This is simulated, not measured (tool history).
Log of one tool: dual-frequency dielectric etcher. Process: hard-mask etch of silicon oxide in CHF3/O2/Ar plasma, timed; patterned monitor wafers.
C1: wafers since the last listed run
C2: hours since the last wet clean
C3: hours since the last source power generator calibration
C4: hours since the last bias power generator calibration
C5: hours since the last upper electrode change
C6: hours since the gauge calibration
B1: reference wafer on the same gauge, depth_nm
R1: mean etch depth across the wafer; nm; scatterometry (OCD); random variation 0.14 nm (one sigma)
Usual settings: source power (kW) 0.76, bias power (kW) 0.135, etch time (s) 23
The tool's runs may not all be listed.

run 1 hour=0 | source_power_(kW)=0.76 bias_power_(kW)=0.135 etch_time_(s)=25.5 | C1=0 C2=279.9 C3=3480.4 C4=4341.8 C5=2843.6 C6=331.7 | B1=51.78 | R1=50.49
run 2 hour=22.4 | source_power_(kW)=0.76 bias_power_(kW)=0.135 etch_time_(s)=25.5 | C1=417 C2=302.3 C3=3502.8 C4=4364.2 C5=2866 C6=354.1 | B1=51.81 | R1=50.45
run 3 hour=37.1 | source_power_(kW)=0.76 bias_power_(kW)=0.135 etch_time_(s)=23 | C1=273 C2=317 C3=3517.5 C4=4378.9 C5=2880.7 C6=368.8 | B1=51.76 | R1=45.63
run 4 hour=63.7 | source_power_(kW)=0.76 bias_power_(kW)=0.135 etch_time_(s)=20.5 | C1=495 C2=343.6 C3=3544.1 C4=4405.5 C5=2907.3 C6=395.4 | B1=51.81 | R1=40.61
-- hour=91.2 wet clean of the chamber
run 5 hour=91.7 | source_power_(kW)=0.76 bias_power_(kW)=0.135 etch_time_(s)=23 | C1=74 C2=0.5 C3=3572.1 C4=4433.5 C5=2935.3 C6=423.4 | B1=51.79 | R1=44.79
run 6 hour=116.7 | source_power_(kW)=0.76 bias_power_(kW)=0.135 etch_time_(s)=23 | C1=465 C2=25.5 C3=3597.1 C4=4458.5 C5=2960.3 C6=448.4 | B1=51.84 | R1=44.95
run 7 hour=137.2 | source_power_(kW)=0.76 bias_power_(kW)=0.135 etch_time_(s)=23 | C1=381 C2=46 C3=3617.6 C4=4479 C5=2980.8 C6=468.9 | B1=51.8 | R1=44.91
run 8 hour=228.8 | source_power_(kW)=0.76 bias_power_(kW)=0.135 etch_time_(s)=23 | C1=1705 C2=137.6 C3=3709.2 C4=4570.6 C5=3072.4 C6=560.5 | B1=51.79 | R1=45.24
run 9 hour=246.4 | source_power_(kW)=0.76 bias_power_(kW)=0.135 etch_time_(s)=23 | C1=327 C2=155.2 C3=3726.8 C4=4588.2 C5=3090 C6=578.1 | B1=51.86 | R1=45.05
run 10 hour=270.4 | source_power_(kW)=0.76 bias_power_(kW)=0.135 etch_time_(s)=20 | C1=446 C2=179.2 C3=3750.8 C4=4612.2 C5=3114 C6=602.1 | B1=51.8 | R1=39.18
-- hour=306.6 source power generator calibrated
-- hour=314.6 bias power generator calibrated
-- hour=315.3 upper electrode replaced
run 11 hour=315.8 | source_power_(kW)=0.76 bias_power_(kW)=0.135 etch_time_(s)=20 | C1=682 C2=224.6 C3=9.2 C4=1.2 C5=0.5 C6=647.5 | B1=51.74 | R1=39.47
run 12 hour=326.9 | source_power_(kW)=0.76 bias_power_(kW)=0.135 etch_time_(s)=20 | C1=206 C2=235.7 C3=20.3 C4=12.3 C5=11.6 C6=658.6 | B1=51.78 | R1=39.37
run 13 hour=339.9 | source_power_(kW)=0.76 bias_power_(kW)=0.135 etch_time_(s)=23 | C1=242 C2=248.7 C3=33.3 C4=25.3 C5=24.6 C6=671.6 | B1=51.83 | R1=45.65
run 14 hour=365.3 | source_power_(kW)=0.76 bias_power_(kW)=0.135 etch_time_(s)=23 | C1=472 C2=274.1 C3=58.7 C4=50.7 C5=50 C6=697 | B1=51.79 | R1=45.55
-- hour=369.3 gauge calibrated
run 15 hour=398.9 | source_power_(kW)=0.62 bias_power_(kW)=0.145 etch_time_(s)=20.5 | C1=625 C2=307.7 C3=92.3 C4=84.3 C5=83.6 C6=29.6 | B1=51.81 | R1=36.18
run 16 hour=429.6 | source_power_(kW)=0.67 bias_power_(kW)=0.163 etch_time_(s)=25 | C1=571 C2=338.4 C3=123 C4=115 C5=114.3 C6=60.3 | B1=51.8 | R1=48.59
-- hour=463.2 wet clean of the chamber
run 17 hour=463.7 | source_power_(kW)=0.76 bias_power_(kW)=0.126 etch_time_(s)=20.5 | C1=188 C2=0.5 C3=157.1 C4=149.1 C5=148.4 C6=94.4 | B1=51.78 | R1=38.82
run 18 hour=477.8 | source_power_(kW)=0.76 bias_power_(kW)=0.135 etch_time_(s)=19 | C1=262 C2=14.6 C3=171.2 C4=163.2 C5=162.5 C6=108.5 | B1=51.73 | R1=36.74
run 19 hour=512.5 | source_power_(kW)=0.76 bias_power_(kW)=0.135 etch_time_(s)=16 | C1=646 C2=49.3 C3=205.9 C4=197.9 C5=197.2 C6=143.2 | B1=51.9 | R1=31.25
run 20 hour=538.4 | source_power_(kW)=0.65 bias_power_(kW)=0.146 etch_time_(s)=23 | C1=482 C2=75.2 C3=231.8 C4=223.8 C5=223.1 C6=169.1 | B1=51.81 | R1=41.58
run 21 hour=562.7 | source_power_(kW)=0.63 bias_power_(kW)=0.109 etch_time_(s)=25.5 | C1=452 C2=99.5 C3=256.1 C4=248.1 C5=247.4 C6=193.4 | B1=51.79 | R1=41.38
run 22 hour=593.5 | source_power_(kW)=0.76 bias_power_(kW)=0.135 etch_time_(s)=20 | C1=573 C2=130.3 C3=286.9 C4=278.9 C5=278.2 C6=224.2 | B1=51.76 | R1=39.18
run 23 hour=607.1 | source_power_(kW)=0.76 bias_power_(kW)=0.161 etch_time_(s)=23 | C1=253 C2=143.9 C3=300.5 C4=292.5 C5=291.8 C6=237.8 | B1=51.86 | R1=47.55
run 24 hour=638.2 | source_power_(kW)=0.76 bias_power_(kW)=0.135 etch_time_(s)=23 | C1=579 C2=175 C3=331.6 C4=323.6 C5=322.9 C6=268.9 | B1=51.9 | R1=44.95
run 25 hour=652.8 | source_power_(kW)=0.76 bias_power_(kW)=0.135 etch_time_(s)=20 | C1=271 C2=189.6 C3=346.2 C4=338.2 C5=337.5 C6=283.5 | B1=51.8 | R1=39.4
run 26 hour=679.8 | source_power_(kW)=0.76 bias_power_(kW)=0.147 etch_time_(s)=19.5 | C1=502 C2=216.6 C3=373.2 C4=365.2 C5=364.5 C6=310.5 | B1=51.78 | R1=39.42
run 27 hour=697.4 | source_power_(kW)=0.69 bias_power_(kW)=0.135 etch_time_(s)=23 | C1=327 C2=234.2 C3=390.8 C4=382.8 C5=382.1 C6=328.1 | B1=51.76 | R1=42.73
run 28 hour=730.7 | source_power_(kW)=0.68 bias_power_(kW)=0.156 etch_time_(s)=17.5 | C1=620 C2=267.5 C3=424.1 C4=416.1 C5=415.4 C6=361.4 | B1=51.77 | R1=33.77

5 ways to go on from here, each from the tool as it stands after run 28. What would each give?
run A hour=731.1 | source_power_(kW)=0.59 bias_power_(kW)=0.135 etch_time_(s)=23 | C1=7 C2=267.9 C3=424.5 C4=416.5 C5=415.8 C6=361.8 | B1=? | R1=?
run B hour=731.1 | source_power_(kW)=0.66 bias_power_(kW)=0.164 etch_time_(s)=17 | C1=7 C2=267.9 C3=424.5 C4=416.5 C5=415.8 C6=361.8 | B1=? | R1=?
run C hour=731.1 | source_power_(kW)=0.65 bias_power_(kW)=0.148 etch_time_(s)=23 | C1=7 C2=267.9 C3=424.5 C4=416.5 C5=415.8 C6=361.8 | B1=? | R1=?
run D hour=731.1 | source_power_(kW)=0.76 bias_power_(kW)=0.117 etch_time_(s)=18.5 | C1=7 C2=267.9 C3=424.5 C4=416.5 C5=415.8 C6=361.8 | B1=? | R1=?
run E hour=731.1 | source_power_(kW)=0.76 bias_power_(kW)=0.135 etch_time_(s)=17 | C1=7 C2=267.9 C3=424.5 C4=416.5 C5=415.8 C6=361.8 | B1=? | R1=?

run=A B1=51.78 R1=38.17
run=B B1=51.78 R1=32.47
run=C B1=51.78 R1=42.1
run=D B1=51.78 R1=35.01
run=E B1=51.78 R1=33.53
Without the tool's hidden state the same runs would have given:
run=A R1=37.5
run=B R1=31.89
run=C R1=41.35
run=D R1=34.38
run=E R1=32.93
